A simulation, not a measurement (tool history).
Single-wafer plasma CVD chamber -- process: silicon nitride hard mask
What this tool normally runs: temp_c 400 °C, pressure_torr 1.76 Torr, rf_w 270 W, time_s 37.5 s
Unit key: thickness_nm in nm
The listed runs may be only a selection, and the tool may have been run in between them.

run	day	temp_c	pressure_torr	rf_w	time_s	read-back reference wafer on the same gauge, thickness_nm	thickness_nm
1	0.000	400	1.76	270	37.5	37.574	41.736
2	0.954	400	1.76	270	37.5	37.576	41.631
3	2.417	400	1.76	270	37.5	37.594	41.829
4	4.408	400	1.76	270	37.5	37.594	41.362
5	5.454	400	1.76	270	37.5	37.582	41.548
6	6.492	400	1.76	270	37.5	37.606	41.332
7	7.908	400	1.76	270	37.5	37.627	41.707
8	8.642	400	1.76	270	37.5	37.596	41.545
# day 9.308: showerhead replaced
9	9.662	400	1.76	270	37.5	37.599	41.557
# day 10.042: gauge calibrated
# day 11.250: RF generator calibrated
10	11.271	411	1.76	235	37.5	37.601	37.036
11	12.054	411	1.76	235	37.5	37.600	36.876
# day 12.871: thermocouple changed; heater temperature recalibrated
12	12.971	397	1.76	270	37.5	37.600	42.414
13	14.121	397	1.76	270	37.5	37.623	42.242
14	15.104	406	1.76	270	37.5	37.587	42.263
# day 16.771: capacitance manometer re-zeroed and calibrated
15	16.792	400	1.76	270	37.5	37.616	43.019
16	17.917	400	1.96	270	43.2	37.586	50.584
17	18.654	400	1.76	270	37.5	37.628	42.720
18	19.792	400	1.76	230	43.6	37.586	42.694
19	20.567	400	1.76	270	37.5	37.591	43.164
20	21.288	400	1.35	230	37.5	37.597	34.518
21	22.212	400	1.76	270	37.5	37.594	42.988
22	22.762	400	1.32	310	37.5	37.589	45.320

Run 23 is up next; what results do you expect?
23	23.521	400	1.76	270	37.5	?	?

Run 23 yielded read-back reference wafer on the same gauge, thickness_nm 37.596, thickness_nm 42.607 nm.
Minus the tool's unlogged condition, the same run would have read thickness_nm 43.167 nm.
